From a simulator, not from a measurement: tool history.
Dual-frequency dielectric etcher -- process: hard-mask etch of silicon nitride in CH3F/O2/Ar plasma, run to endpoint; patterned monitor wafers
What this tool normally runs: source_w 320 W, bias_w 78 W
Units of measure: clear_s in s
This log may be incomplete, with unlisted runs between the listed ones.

| run | hour | source_w | bias_w | incoming incoming film thickness, nm | clear_s |
|---|---|---|---|---|---|
| 1 | 0.0 | 320 | 78 | 35.93 | 59.1 |
| 2 | 56.5 | 320 | 78 | 36.28 | 59.0 |
| 3 | 84.6 | 320 | 78 | 35.90 | 58.2 |
| 4 | 125.0 | 320 | 78 | 36.31 | 58.8 |
| 5 | 164.5 | 320 | 78 | 35.53 | 58.1 |
| 6 | 333.3 | 320 | 78 | 36.09 | 57.5 |
| 7 | 390.1 | 320 | 78 | 35.98 | 57.1 |
|  | 442.4 | wet clean of the chamber |
| 8 | 450.6 | 320 | 78 | 35.85 | 58.7 |
| 9 | 484.5 | 270 | 63 | 36.06 | 66.1 |
| 10 | 550.9 | 270 | 63 | 36.14 | 66.0 |
| 11 | 577.5 | 320 | 78 | 36.26 | 58.8 |
|  | 590.5 | bias power generator calibrated |
| 12 | 602.2 | 320 | 78 | 36.17 | 58.9 |
|  | 629.4 | source power generator calibrated |
| 13 | 640.1 | 270 | 72 | 36.12 | 63.5 |
| 14 | 705.2 | 320 | 78 | 36.17 | 58.7 |
| 15 | 747.6 | 320 | 87 | 35.87 | 55.8 |
| 16 | 805.5 | 250 | 96 | 36.47 | 59.1 |
|  | 870.7 | wet clean of the chamber |
| 17 | 871.3 | 350 | 66 | 36.14 | 60.7 |
| 18 | 906.2 | 250 | 58 | 35.56 | 68.4 |
| 19 | 964.5 | 260 | 59 | 36.21 | 68.3 |
|  | 1017.4 | upper electrode replaced |
| 20 | 1030.2 | 320 | 78 | 36.36 | 59.1 |

Run 21 has not been measured yet. What should we expect?
| 21 | 1080.4 | 270 | 67 | 36.60 | ? |

Run 21 came out at clear_s 64.2 s.
Take away the tool's hidden state, keep the run-to-run variation as it was, and the same run would have given clear_s 65.1 s.
